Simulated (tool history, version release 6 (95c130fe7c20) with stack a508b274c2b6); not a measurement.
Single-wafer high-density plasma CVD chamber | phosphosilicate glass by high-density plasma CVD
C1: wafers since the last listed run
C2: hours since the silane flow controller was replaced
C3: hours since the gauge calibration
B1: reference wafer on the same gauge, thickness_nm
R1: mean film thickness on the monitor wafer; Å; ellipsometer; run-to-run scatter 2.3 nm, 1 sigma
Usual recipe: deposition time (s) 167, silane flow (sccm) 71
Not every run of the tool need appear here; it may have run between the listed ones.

Run 1, hour 0: usual settings; C1 0; C2 3494.4; C3 60.8; B1 1009.39. Result: R1 10518.55 Å.
Run 2, hour 15.1: usual settings but deposition time (s) 145, silane flow (sccm) 63; C1 196; C2 3509.5; C3 75.9; B1 1010.447. Result: R1 8078.44 Å.
Run 3, hour 48: usual settings but deposition time (s) 145, silane flow (sccm) 63; C1 428; C2 3542.4; C3 108.8; B1 1010.405. Result: R1 8070.61 Å.
Run 4, hour 72: usual settings; C1 312; C2 3566.4; C3 132.8; B1 1010.538. Result: R1 10494.24 Å.
Run 5, hour 153.1: usual settings; C1 1055; C2 3647.5; C3 213.9; B1 1010.53. Result: R1 10510.83 Å.
Run 6, hour 177.2: usual settings; C1 313; C2 3671.6; C3 238; B1 1009.866. Result: R1 10437.79 Å.
Run 7, hour 210.7: usual settings but deposition time (s) 184; C1 435; C2 3705.1; C3 271.5; B1 1009.952. Result: R1 11578.43 Å.
Run 8, hour 238.3: usual settings but silane flow (sccm) 77; C1 359; C2 3732.7; C3 299.1; B1 1010.03. Result: R1 11315.43 Å.
Run 9, hour 271.3: usual settings; C1 429; C2 3765.7; C3 332.1; B1 1010.165. Result: R1 10504.12 Å.
At hour 286.8: gauge calibrated.
Run 10, hour 305.3: usual settings; C1 442; C2 3799.7; C3 18.5; B1 1009.538. Result: R1 10449.1 Å.
Run 11, hour 331.6: usual settings; C1 342; C2 3826; C3 44.8; B1 1009.905. Result: R1 10443.81 Å.
Run 12, hour 355.8: usual settings; C1 314; C2 3850.2; C3 69; B1 1009.875. Result: R1 10486.25 Å.
Run 13, hour 377.3: usual settings but deposition time (s) 192, silane flow (sccm) 64; C1 279; C2 3871.7; C3 90.5; B1 1010.213. Result: R1 10864.5 Å.
Run 14, hour 398.3: usual settings but deposition time (s) 186; C1 273; C2 3892.7; C3 111.5; B1 1009.918. Result: R1 11684.55 Å.
Run 15, hour 416.8: usual settings but deposition time (s) 188, silane flow (sccm) 83; C1 240; C2 3911.2; C3 130; B1 1009.902. Result: R1 13718.18 Å.
Run 16, hour 438.3: usual settings; C1 279; C2 3932.7; C3 151.5; B1 1009.983. Result: R1 10495.51 Å.
Run 17, hour 470.5: usual settings but deposition time (s) 192, silane flow (sccm) 78; C1 418; C2 3964.9; C3 183.7; B1 1009.922. Result: R1 13220.71 Å.
Run 18, hour 501.4: usual settings; C1 402; C2 3995.8; C3 214.6; B1 1009.827. Result: R1 10470.04 Å.
Run 19, hour 524.4: usual settings; C1 299; C2 4018.8; C3 237.6; B1 1009.636. Result: R1 10452.05 Å.
Run 20, hour 543.3: usual settings; C1 245; C2 4037.7; C3 256.5; B1 1009.483. Result: R1 10448.62 Å.
At hour 552.9: silane flow controller replaced.
Run 21, hour 564.7: usual settings but deposition time (s) 186, silane flow (sccm) 81; C1 174; C2 11.8; C3 277.9; B1 1009.707. Result: R1 14202.26 Å.
Run 22, hour 595.1: usual settings but deposition time (s) 192, silane flow (sccm) 58; C1 395; C2 42.2; C3 308.3; B1 1009.854. Result: R1 10513.41 Å.
Run 23, hour 621.5: usual settings but deposition time (s) 190, silane flow (sccm) 60; C1 343; C2 68.6; C3 334.7; B1 1009.686. Result: R1 10747.15 Å.
Run 24, hour 634: usual settings; C1 162; C2 81.1; C3 347.2; B1 1009.872. Result: R1 11152.02 Å.
Run 25, hour 662.8: usual settings but deposition time (s) 195, silane flow (sccm) 62; C1 374; C2 109.9; C3 376; B1 1009.979. Result: R1 11359.2 Å.
Run 26, hour 694.8: usual settings but deposition time (s) 184, silane flow (sccm) 67; C1 416; C2 141.9; C3 408; B1 1010.142. Result: R1 11562.43 Å.

5 ways to go on from here, each from the tool as it stands after run 26. What would each give?
Run A, hour 695.2: usual settings but deposition time (s) 188; C1 5; C2 142.3; C3 408.4; B1 ?. Result: R1 ?.
Run B, hour 695.2: usual settings but deposition time (s) 147; C1 5; C2 142.3; C3 408.4; B1 ?. Result: R1 ?.
Run C, hour 695.2: usual settings but deposition time (s) 198, silane flow (sccm) 59; C1 5; C2 142.3; C3 408.4; B1 ?. Result: R1 ?.
Run D, hour 695.2: usual settings but deposition time (s) 182, silane flow (sccm) 76; C1 5; C2 142.3; C3 408.4; B1 ?. Result: R1 ?.
Run E, hour 695.2: usual settings but deposition time (s) 156, silane flow (sccm) 79; C1 5; C2 142.3; C3 408.4; B1 ?. Result: R1 ?.

run        B1        R1
  A  1009.925  12512.58
  B  1009.925   9783.77
  C  1009.925  10950.85
  D  1009.925  12966.28
  E  1009.925  11552.67
Without the tool's hidden state the same runs would have given:
run        R1
  A  12366.79
  B   9669.77
  C  10823.25
  D  12815.21
  E  11418.06

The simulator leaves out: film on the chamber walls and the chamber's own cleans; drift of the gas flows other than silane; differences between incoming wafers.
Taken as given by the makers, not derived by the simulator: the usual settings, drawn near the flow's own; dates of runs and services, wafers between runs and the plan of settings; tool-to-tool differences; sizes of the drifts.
